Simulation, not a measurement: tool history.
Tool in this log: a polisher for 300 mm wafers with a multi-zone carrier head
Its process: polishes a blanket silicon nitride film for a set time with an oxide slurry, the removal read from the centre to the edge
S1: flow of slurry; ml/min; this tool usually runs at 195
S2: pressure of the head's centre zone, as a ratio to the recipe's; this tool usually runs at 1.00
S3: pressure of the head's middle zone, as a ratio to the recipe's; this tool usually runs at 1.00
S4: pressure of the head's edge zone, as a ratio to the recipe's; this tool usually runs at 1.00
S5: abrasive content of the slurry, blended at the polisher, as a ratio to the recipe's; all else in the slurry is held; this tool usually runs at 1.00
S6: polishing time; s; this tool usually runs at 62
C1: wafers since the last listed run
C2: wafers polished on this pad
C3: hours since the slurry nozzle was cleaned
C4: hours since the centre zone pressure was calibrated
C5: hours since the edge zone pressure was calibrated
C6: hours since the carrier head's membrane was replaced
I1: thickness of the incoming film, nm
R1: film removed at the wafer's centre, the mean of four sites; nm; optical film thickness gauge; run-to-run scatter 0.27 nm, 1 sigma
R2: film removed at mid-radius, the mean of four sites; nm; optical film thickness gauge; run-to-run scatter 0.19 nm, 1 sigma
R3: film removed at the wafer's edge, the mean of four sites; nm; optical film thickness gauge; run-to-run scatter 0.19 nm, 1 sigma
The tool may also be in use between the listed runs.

Run 1, hour 0.0: usual settings but S1 220 ml/min; C1 0; C2 1384; C3 53.2; C4 587.7; C5 60.3; C6 1475.5; I1 434.0. Result: R1 22.7 nm, R2 22.5 nm, R3 22.9 nm.
Run 2, hour 103.1: usual settings but S1 220 ml/min; C1 740; C2 2124; C3 156.3; C4 690.8; C5 163.4; C6 1578.6; I1 440.2. Result: R1 22.2 nm, R2 22.7 nm, R3 22.4 nm.
At hour 163.6: worn pad replaced by a new one.
Run 3, hour 164.1: usual settings but S4 1.08, S5 1.05; C1 409; C2 3; C3 217.3; C4 751.8; C5 224.4; C6 1639.6; I1 444.2. Result: R1 25.5 nm, R2 25.0 nm, R3 26.4 nm.
At hour 188.0: carrier head's membrane replaced by a new one.
Run 4, hour 212.9: usual settings but S4 0.93; C1 314; C2 318; C3 266.1; C4 800.6; C5 273.2; C6 24.9; I1 437.0. Result: R1 23.7 nm, R2 23.5 nm, R3 22.8 nm.
Run 5, hour 252.1: usual settings; C1 281; C2 599; C3 305.3; C4 839.8; C5 312.4; C6 64.1; I1 446.3. Result: R1 23.2 nm, R2 23.1 nm, R3 23.2 nm.
Run 6, hour 280.3: usual settings but S1 165 ml/min, S4 1.10; C1 202; C2 801; C3 333.5; C4 868.0; C5 340.6; C6 92.3; I1 441.5. Result: R1 22.6 nm, R2 22.7 nm, R3 23.8 nm.
Run 7, hour 336.7: usual settings but S1 140 ml/min, S2 1.08, S3 1.10; C1 404; C2 1206; C3 389.9; C4 924.4; C5 397.0; C6 148.7; I1 432.7. Result: R1 22.6 nm, R2 23.0 nm, R3 22.0 nm.
Run 8, hour 404.1: usual settings but S5 1.20; C1 483; C2 1690; C3 457.3; C4 991.8; C5 464.4; C6 216.1; I1 437.0. Result: R1 25.2 nm, R2 25.4 nm, R3 25.5 nm.
At hour 432.3: centre zone pressure recalibrated.
Run 9, hour 468.1: usual settings but S5 0.80; C1 445; C2 2135; C3 521.3; C4 35.8; C5 528.4; C6 280.1; I1 440.0. Result: R1 18.4 nm, R2 18.2 nm, R3 18.2 nm.
Run 10, hour 538.9: usual settings but S1 255 ml/min, S3 0.91, S4 0.96; C1 508; C2 2643; C3 592.1; C4 106.6; C5 599.2; C6 350.9; I1 432.0. Result: R1 23.4 nm, R2 21.2 nm, R3 22.4 nm.
At hour 553.7: worn pad replaced by a new one.
Run 11, hour 572.6: usual settings but S1 260 ml/min, S3 0.90, S4 1.04; C1 213; C2 135; C3 625.8; C4 140.3; C5 632.9; C6 384.6; I1 443.4. Result: R1 25.2 nm, R2 22.6 nm, R3 25.2 nm.
At hour 673.8: slurry nozzle cleaned.
Run 12, hour 771.6: usual settings; C1 1421; C2 1557; C3 97.8; C4 339.3; C5 831.9; C6 583.6; I1 437.9. Result: R1 23.1 nm, R2 22.1 nm, R3 22.3 nm.
Run 13, hour 837.8: usual settings but S1 230 ml/min, S2 1.08, S3 1.09, S4 1.06; C1 475; C2 2032; C3 164.0; C4 405.5; C5 898.1; C6 649.8; I1 439.4. Result: R1 24.9 nm, R2 24.4 nm, R3 23.6 nm.
Run 14, hour 885.3: usual settings but S2 1.09, S3 1.09, S4 1.08, S5 1.15; C1 340; C2 2373; C3 211.5; C4 453.0; C5 945.6; C6 697.3; I1 447.7. Result: R1 26.0 nm, R2 26.5 nm, R3 25.6 nm.
Run 15, hour 921.8: usual settings but S2 1.10, S6 44 s; C1 262; C2 2635; C3 248.0; C4 489.5; C5 982.1; C6 733.8; I1 438.3. Result: R1 17.1 nm, R2 15.7 nm, R3 16.0 nm.
Run 16, hour 955.5: usual settings but S1 135 ml/min, S5 0.85; C1 241; C2 2877; C3 281.7; C4 523.2; C5 1015.8; C6 767.5; I1 437.4. Result: R1 17.8 nm, R2 18.1 nm, R3 18.5 nm.
At hour 998.8: worn pad replaced by a new one.
Run 17, hour 1009.3: usual settings but S3 0.89; C1 357; C2 75; C3 335.5; C4 577.0; C5 1069.6; C6 821.3; I1 437.8. Result: R1 24.0 nm, R2 21.6 nm, R3 24.6 nm.
Run 18, hour 1043.8: usual settings but S5 1.25; C1 247; C2 322; C3 370.0; C4 611.5; C5 1104.1; C6 855.8; I1 441.0. Result: R1 27.8 nm, R2 27.4 nm, R3 27.3 nm.
Run 19, hour 1127.2: usual settings; C1 598; C2 921; C3 453.4; C4 694.9; C5 1187.5; C6 939.2; I1 448.9. Result: R1 22.9 nm, R2 23.0 nm, R3 23.0 nm.
Run 20, hour 1187.2: usual settings but S3 1.03; C1 430; C2 1352; C3 513.4; C4 754.9; C5 1247.5; C6 999.2; I1 440.2. Result: R1 22.5 nm, R2 23.2 nm, R3 22.9 nm.
Run 21, hour 1239.1: usual settings but S1 255 ml/min, S2 1.05, S3 0.97, S5 0.75; C1 372; C2 1724; C3 565.3; C4 806.8; C5 1299.4; C6 1051.1; I1 438.5. Result: R1 18.1 nm, R2 16.9 nm, R3 17.3 nm.
At hour 1272.1: slurry nozzle cleaned.
Run 22, hour 1273.8: usual settings; C1 241; C2 1966; C3 1.7; C4 841.5; C5 1334.1; C6 1085.8; I1 433.1. Result: R1 22.3 nm, R2 22.2 nm, R3 22.3 nm.

Same runs, no hidden state in the tool, same run-to-run variation:
The hidden state here: removal rate lost through wear of the pad, %; slurry flow missing at the pad, %; deviation of the centre zone's pressure from its setpoint, %; deviation of the edge zone's pressure from its setpoint, %.
run    R1    R2    R3
  1  24.5  24.4  24.8
  2  24.3  24.9  24.5
  3  25.6  25.1  26.4
  4  24.5  24.2  23.5
  5  24.3  24.2  24.4
  6  23.9  24.0  25.2
  7  24.2  24.7  23.6
  8  27.3  27.5  27.7
  9  20.0  19.9  19.9
 10  25.7  23.3  24.5
 11  25.7  23.0  25.6
 12  25.0  23.9  24.2
 13  27.3  26.7  25.7
 14  28.5  29.1  28.1
 15  18.8  17.3  17.6
 16  19.5  20.0  20.3
 17  24.2  21.8  24.9
 18  28.7  28.2  28.2
 19  24.4  24.4  24.4
 20  24.2  25.0  24.7
 21  19.6  18.3  18.8
 22  24.3  24.2  24.2
